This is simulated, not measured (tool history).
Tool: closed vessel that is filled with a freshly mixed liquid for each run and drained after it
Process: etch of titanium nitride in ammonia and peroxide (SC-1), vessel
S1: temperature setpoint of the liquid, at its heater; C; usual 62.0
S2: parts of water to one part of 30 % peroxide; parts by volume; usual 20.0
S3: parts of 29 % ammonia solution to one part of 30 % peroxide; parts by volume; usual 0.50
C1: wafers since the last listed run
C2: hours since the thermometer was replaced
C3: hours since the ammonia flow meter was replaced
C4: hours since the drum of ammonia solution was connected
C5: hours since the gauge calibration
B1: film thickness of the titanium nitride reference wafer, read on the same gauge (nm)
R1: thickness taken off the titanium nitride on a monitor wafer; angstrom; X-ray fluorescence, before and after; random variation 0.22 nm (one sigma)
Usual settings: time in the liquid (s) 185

{"run": 1, "hour": 0.0, "S1": 62.0, "S2": 20.0, "S3": 0.5, "time in the liquid (s)": 185, "C1": 0, "C2": 45.2, "C3": 40.9, "C4": 886.0, "C5": 893.9, "B1": 70.02, "R1": 286.2}
{"run": 2, "hour": 22.3, "S1": 62.0, "S2": 20.0, "S3": 0.5, "time in the liquid (s)": 185, "C1": 1364, "C2": 67.5, "C3": 63.2, "C4": 908.3, "C5": 916.2, "B1": 70.01, "R1": 286.7}
{"hour": 90.7, "done": "gauge calibrated"}
{"run": 3, "hour": 121.4, "S1": 59.0, "S2": 20.0, "S3": 0.5, "time in the liquid (s)": 185, "C1": 6065, "C2": 166.6, "C3": 162.3, "C4": 1007.4, "C5": 30.7, "B1": 69.97, "R1": 234.3}
{"run": 4, "hour": 153.6, "S1": 59.0, "S2": 20.0, "S3": 0.5, "time in the liquid (s)": 185, "C1": 1970, "C2": 198.8, "C3": 194.5, "C4": 1039.6, "C5": 62.9, "B1": 69.99, "R1": 232.3}
{"run": 5, "hour": 171.2, "S1": 59.0, "S2": 20.0, "S3": 0.5, "time in the liquid (s)": 185, "C1": 1077, "C2": 216.4, "C3": 212.1, "C4": 1057.2, "C5": 80.5, "B1": 69.99, "R1": 229.7}
{"hour": 184.4, "done": "new drum of ammonia solution connected"}
{"run": 6, "hour": 195.2, "S1": 62.0, "S2": 28.0, "S3": 0.5, "time in the liquid (s)": 185, "C1": 1407, "C2": 240.4, "C3": 236.1, "C4": 10.8, "C5": 104.5, "B1": 70.05, "R1": 232.2}
{"run": 7, "hour": 210.2, "S1": 62.0, "S2": 16.5, "S3": 0.5, "time in the liquid (s)": 185, "C1": 918, "C2": 255.4, "C3": 251.1, "C4": 25.8, "C5": 119.5, "B1": 69.98, "R1": 315.8}
{"run": 8, "hour": 223.2, "S1": 64.5, "S2": 27.0, "S3": 0.5, "time in the liquid (s)": 185, "C1": 795, "C2": 268.4, "C3": 264.1, "C4": 38.8, "C5": 132.5, "B1": 70.05, "R1": 281.7}
{"run": 9, "hour": 236.4, "S1": 62.0, "S2": 20.0, "S3": 0.5, "time in the liquid (s)": 230, "C1": 807, "C2": 281.6, "C3": 277.3, "C4": 52.0, "C5": 145.7, "B1": 70.0, "R1": 353.6}
{"run": 10, "hour": 268.9, "S1": 56.0, "S2": 20.0, "S3": 0.6, "time in the liquid (s)": 185, "C1": 1989, "C2": 314.1, "C3": 309.8, "C4": 84.5, "C5": 178.2, "B1": 70.0, "R1": 197.1}
{"run": 11, "hour": 284.0, "S1": 62.0, "S2": 17.0, "S3": 0.7, "time in the liquid (s)": 185, "C1": 924, "C2": 329.2, "C3": 324.9, "C4": 99.6, "C5": 193.3, "B1": 70.01, "R1": 331.2}
{"run": 12, "hour": 315.1, "S1": 62.0, "S2": 20.0, "S3": 0.5, "time in the liquid (s)": 185, "C1": 1903, "C2": 360.3, "C3": 356.0, "C4": 130.7, "C5": 224.4, "B1": 69.99, "R1": 285.0}
{"run": 13, "hour": 345.3, "S1": 55.5, "S2": 26.5, "S3": 0.5, "time in the liquid (s)": 130, "C1": 1848, "C2": 390.5, "C3": 386.2, "C4": 160.9, "C5": 254.6, "B1": 70.02, "R1": 109.6}
{"run": 14, "hour": 367.9, "S1": 62.0, "S2": 14.5, "S3": 0.3, "time in the liquid (s)": 185, "C1": 1383, "C2": 413.1, "C3": 408.8, "C4": 183.5, "C5": 277.2, "B1": 69.98, "R1": 301.9}
{"run": 15, "hour": 397.8, "S1": 62.0, "S2": 20.0, "S3": 0.5, "time in the liquid (s)": 185, "C1": 1830, "C2": 443.0, "C3": 438.7, "C4": 213.4, "C5": 307.1, "B1": 69.97, "R1": 282.8}
{"run": 16, "hour": 427.8, "S1": 53.0, "S2": 20.0, "S3": 0.5, "time in the liquid (s)": 185, "C1": 1836, "C2": 473.0, "C3": 468.7, "C4": 243.4, "C5": 337.1, "B1": 69.99, "R1": 151.2}
{"hour": 435.5, "done": "ammonia flow meter replaced"}
{"run": 17, "hour": 462.2, "S1": 62.0, "S2": 20.0, "S3": 0.5, "time in the liquid (s)": 185, "C1": 2044, "C2": 507.4, "C3": 26.7, "C4": 277.8, "C5": 371.5, "B1": 69.97, "R1": 277.8}
{"run": 18, "hour": 481.1, "S1": 62.0, "S2": 24.5, "S3": 0.65, "time in the liquid (s)": 265, "C1": 1156, "C2": 526.3, "C3": 45.6, "C4": 296.7, "C5": 390.4, "B1": 70.0, "R1": 373.5}
{"run": 19, "hour": 509.2, "S1": 65.0, "S2": 20.0, "S3": 0.3, "time in the liquid (s)": 185, "C1": 1719, "C2": 554.4, "C3": 73.7, "C4": 324.8, "C5": 418.5, "B1": 70.02, "R1": 306.9}
{"run": 20, "hour": 544.0, "S1": 53.5, "S2": 20.0, "S3": 0.3, "time in the liquid (s)": 265, "C1": 2130, "C2": 589.2, "C3": 108.5, "C4": 359.6, "C5": 453.3, "B1": 70.01, "R1": 206.0}
{"run": 21, "hour": 559.6, "S1": 62.0, "S2": 20.0, "S3": 0.5, "time in the liquid (s)": 185, "C1": 954, "C2": 604.8, "C3": 124.1, "C4": 375.2, "C5": 468.9, "B1": 69.98, "R1": 279.0}
{"run": 22, "hour": 573.6, "S1": 69.0, "S2": 16.0, "S3": 0.5, "time in the liquid (s)": 130, "C1": 856, "C2": 618.8, "C3": 138.1, "C4": 389.2, "C5": 482.9, "B1": 69.99, "R1": 346.6}
{"run": 23, "hour": 595.4, "S1": 62.0, "S2": 20.0, "S3": 0.6, "time in the liquid (s)": 110, "C1": 1334, "C2": 640.6, "C3": 159.9, "C4": 411.0, "C5": 504.7, "B1": 70.0, "R1": 170.5}
{"run": 24, "hour": 610.2, "S1": 62.0, "S2": 20.0, "S3": 0.5, "time in the liquid (s)": 185, "C1": 905, "C2": 655.4, "C3": 174.7, "C4": 425.8, "C5": 519.5, "B1": 70.0, "R1": 276.4}
{"run": 25, "hour": 639.4, "S1": 62.0, "S2": 14.0, "S3": 0.5, "time in the liquid (s)": 115, "C1": 1787, "C2": 684.6, "C3": 203.9, "C4": 455.0, "C5": 548.7, "B1": 70.0, "R1": 208.7}
{"run": 26, "hour": 674.7, "S1": 62.0, "S2": 13.5, "S3": 0.5, "time in the liquid (s)": 250, "C1": 2160, "C2": 719.9, "C3": 239.2, "C4": 490.3, "C5": 584.0, "B1": 70.0, "R1": 464.9}
{"run": 27, "hour": 707.7, "S1": 62.0, "S2": 20.0, "S3": 0.5, "time in the liquid (s)": 185, "C1": 2019, "C2": 752.9, "C3": 272.2, "C4": 523.3, "C5": 617.0, "B1": 70.0, "R1": 279.0}
{"run": 28, "hour": 732.9, "S1": 57.0, "S2": 20.0, "S3": 0.5, "time in the liquid (s)": 185, "C1": 1542, "C2": 778.1, "C3": 297.4, "C4": 548.5, "C5": 642.2, "B1": 69.96, "R1": 198.7}

What the log doesn't show, run by run:
ammonia flow below the setpoint (%): 0 in every run
ammonia solution weaker than its label (%): 0 in every run
gauge reads high (%): 0 in every run
H1: liquid colder than its thermometer reads (K)
run=1 H1=0.152
run=2 H1=0.171
run=3 H1=0.251
run=4 H1=0.278
run=5 H1=0.292
run=6 H1=0.312
run=7 H1=0.324
run=8 H1=0.334
run=9 H1=0.345
run=10 H1=0.372
run=11 H1=0.384
run=12 H1=0.409
run=13 H1=0.434
run=14 H1=0.452
run=15 H1=0.477
run=16 H1=0.501
run=17 H1=0.529
run=18 H1=0.545
run=19 H1=0.567
run=20 H1=0.596
run=21 H1=0.609
run=22 H1=0.62
run=23 H1=0.638
run=24 H1=0.65
run=25 H1=0.674
run=26 H1=0.702
run=27 H1=0.729
run=28 H1=0.75
